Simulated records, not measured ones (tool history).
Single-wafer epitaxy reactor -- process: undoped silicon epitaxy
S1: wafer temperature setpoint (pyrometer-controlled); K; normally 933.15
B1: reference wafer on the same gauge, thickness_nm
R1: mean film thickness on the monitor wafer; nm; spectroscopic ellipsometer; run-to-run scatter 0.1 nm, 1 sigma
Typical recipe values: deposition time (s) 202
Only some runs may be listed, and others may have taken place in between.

run 1 hour=0 | S1=933.15 deposition_time_(s)=202 | B1=35.477 | R1=43.228
run 2 hour=23.9 | S1=933.15 deposition_time_(s)=202 | B1=35.5 | R1=43.402
run 3 hour=37.8 | S1=933.15 deposition_time_(s)=202 | B1=35.539 | R1=43.443
run 4 hour=67.1 | S1=933.15 deposition_time_(s)=202 | B1=35.473 | R1=43.568
run 5 hour=100.6 | S1=933.15 deposition_time_(s)=202 | B1=35.537 | R1=43.449
run 6 hour=126.6 | S1=933.15 deposition_time_(s)=202 | B1=35.484 | R1=43.767
run 7 hour=161.3 | S1=933.15 deposition_time_(s)=202 | B1=35.514 | R1=43.756
run 8 hour=190 | S1=933.15 deposition_time_(s)=202 | B1=35.486 | R1=43.803
run 9 hour=207.8 | S1=933.15 deposition_time_(s)=202 | B1=35.51 | R1=43.737
run 10 hour=227 | S1=933.15 deposition_time_(s)=211 | B1=35.498 | R1=45.701
run 11 hour=259.9 | S1=933.15 deposition_time_(s)=202 | B1=35.489 | R1=43.787
run 12 hour=286.2 | S1=939.15 deposition_time_(s)=175 | B1=35.471 | R1=42.918
run 13 hour=315.5 | S1=933.15 deposition_time_(s)=202 | B1=35.517 | R1=43.939
run 14 hour=330.5 | S1=933.15 deposition_time_(s)=202 | B1=35.524 | R1=43.956
run 15 hour=358.7 | S1=933.15 deposition_time_(s)=202 | B1=35.516 | R1=43.965
run 16 hour=374.7 | S1=933.15 deposition_time_(s)=202 | B1=35.5 | R1=44.041
run 17 hour=398.5 | S1=929.15 deposition_time_(s)=167 | B1=35.496 | R1=33.655
run 18 hour=432.4 | S1=933.15 deposition_time_(s)=202 | B1=35.497 | R1=44.057
run 19 hour=445.1 | S1=943.15 deposition_time_(s)=184 | B1=35.491 | R1=49.242
run 20 hour=465.6 | S1=938.15 deposition_time_(s)=241 | B1=35.525 | R1=58.229
run 21 hour=568.6 | S1=933.15 deposition_time_(s)=202 | B1=35.438 | R1=42.804
run 22 hour=589.1 | S1=925.15 deposition_time_(s)=185 | B1=35.518 | R1=33.318
run 23 hour=607.1 | S1=933.15 deposition_time_(s)=221 | B1=35.483 | R1=46.912
run 24 hour=636.2 | S1=929.15 deposition_time_(s)=235 | B1=35.512 | R1=45.881
run 25 hour=657.4 | S1=922.15 deposition_time_(s)=226 | B1=35.498 | R1=38.403
run 26 hour=691 | S1=923.15 deposition_time_(s)=216 | B1=35.459 | R1=37.165
run 27 hour=722.9 | S1=933.15 deposition_time_(s)=202 | B1=35.529 | R1=42.776
run 28 hour=738.2 | S1=920.15 deposition_time_(s)=202 | B1=35.534 | R1=32.751
run 29 hour=757.3 | S1=921.15 deposition_time_(s)=179 | B1=35.455 | R1=29.69
run 30 hour=781.5 | S1=933.15 deposition_time_(s)=202 | B1=35.48 | R1=42.92
run 31 hour=799.6 | S1=929.15 deposition_time_(s)=235 | B1=35.497 | R1=45.966
run 32 hour=811.7 | S1=945.15 deposition_time_(s)=216 | B1=35.48 | R1=58.299

Withheld: 3 entries from between the runs. Position of each, and hidden state at the listed run before versus the listed run after:
Runs 10 to 11: gauge calibrated (hour 253.2)
  wafer temperature above the value expected at the setpoint (K): 1.13 -> 1.18
  measured value less the no-hidden-state value, R1: +1.04 -> +1.043 nm
Runs 20 to 21: pyrometer calibrated (hour 506.5)
  wafer temperature above the value expected at the setpoint (K): 1.54 -> 0.0875
  measured value less the no-hidden-state value, R1: +1.791 -> +0.077 nm
Runs 24 to 25: gauge calibrated (hour 645.4)
  wafer temperature above the value expected at the setpoint (K): 0.0971 -> 0.101
  measured value less the no-hidden-state value, R1: +0.092 -> +0.082 nm
